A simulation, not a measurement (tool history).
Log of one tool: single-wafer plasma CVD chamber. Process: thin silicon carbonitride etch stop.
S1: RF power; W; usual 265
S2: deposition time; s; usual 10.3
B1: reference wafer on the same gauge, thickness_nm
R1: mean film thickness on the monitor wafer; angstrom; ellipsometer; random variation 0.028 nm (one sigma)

run,hour,S1,S2,B1,R1
1,0.0,245,11.4,5.854,65.18
2,68.9,245,11.4,5.853,64.92
3,124.5,265,10.3,5.847,60.40
4,266.1,225,10.3,5.849,57.39
5,316.1,225,10.3,5.845,57.37
6,355.1,225,10.3,5.864,57.12
7,425.6,265,10.3,5.854,60.11
8,466.0,265,10.3,5.869,60.68
9,502.7,265,10.3,5.858,60.32
10,541.4,295,10.3,5.841,62.03
11,596.4,295,10.3,5.855,62.35
# hour 611.8: RF generator calibrated
12,664.1,265,9.5,5.855,55.35
13,708.1,265,9.5,5.863,55.84
14,774.8,265,9.5,5.855,55.68
15,934.1,265,10.3,5.863,60.28
16,1031.3,265,10.3,5.867,60.44
# hour 1049.4: showerhead replaced
17,1059.2,255,10.3,5.853,59.34
18,1103.1,265,10.3,5.861,59.66
19,1167.4,230,12.1,5.860,67.28
20,1237.3,305,12.3,5.874,75.60
21,1273.1,295,11.4,5.865,69.01
22,1306.9,295,10.3,5.860,62.56
23,1336.1,315,9.2,5.857,56.47
24,1529.6,265,10.3,5.861,60.74
25,1591.5,220,11.2,5.859,62.15
26,1632.7,265,12.2,5.861,71.43
27,1691.4,265,10.3,5.863,60.51
28,1761.2,250,8.9,5.858,50.83
# hour 1774.6: gauge calibrated
# hour 1794.8: thermocouple changed; heater temperature recalibrated
29,1817.9,285,11.5,5.859,69.61
30,1850.4,290,11.5,5.858,69.17
31,2008.6,285,11.5,5.872,68.72
32,2041.5,315,9.1,5.860,56.35
33,2164.3,240,9.0,5.844,51.26
34,2211.9,230,9.3,5.868,52.15
35,2256.6,265,10.3,5.865,60.21
36,2280.9,290,9.2,5.868,55.45
37,2341.2,320,9.5,5.851,58.96

Forecast each of these 3 alternatives for the next run:
A,2341.6,265,10.3,?,?
B,2341.6,280,9.6,?,?
C,2341.6,290,9.6,?,?

run,B1,R1
A,5.864,60.42
B,5.864,57.30
C,5.864,57.94
Without the tool's hidden state the same runs would have given:
run,R1
A,60.42
B,57.30
C,57.94
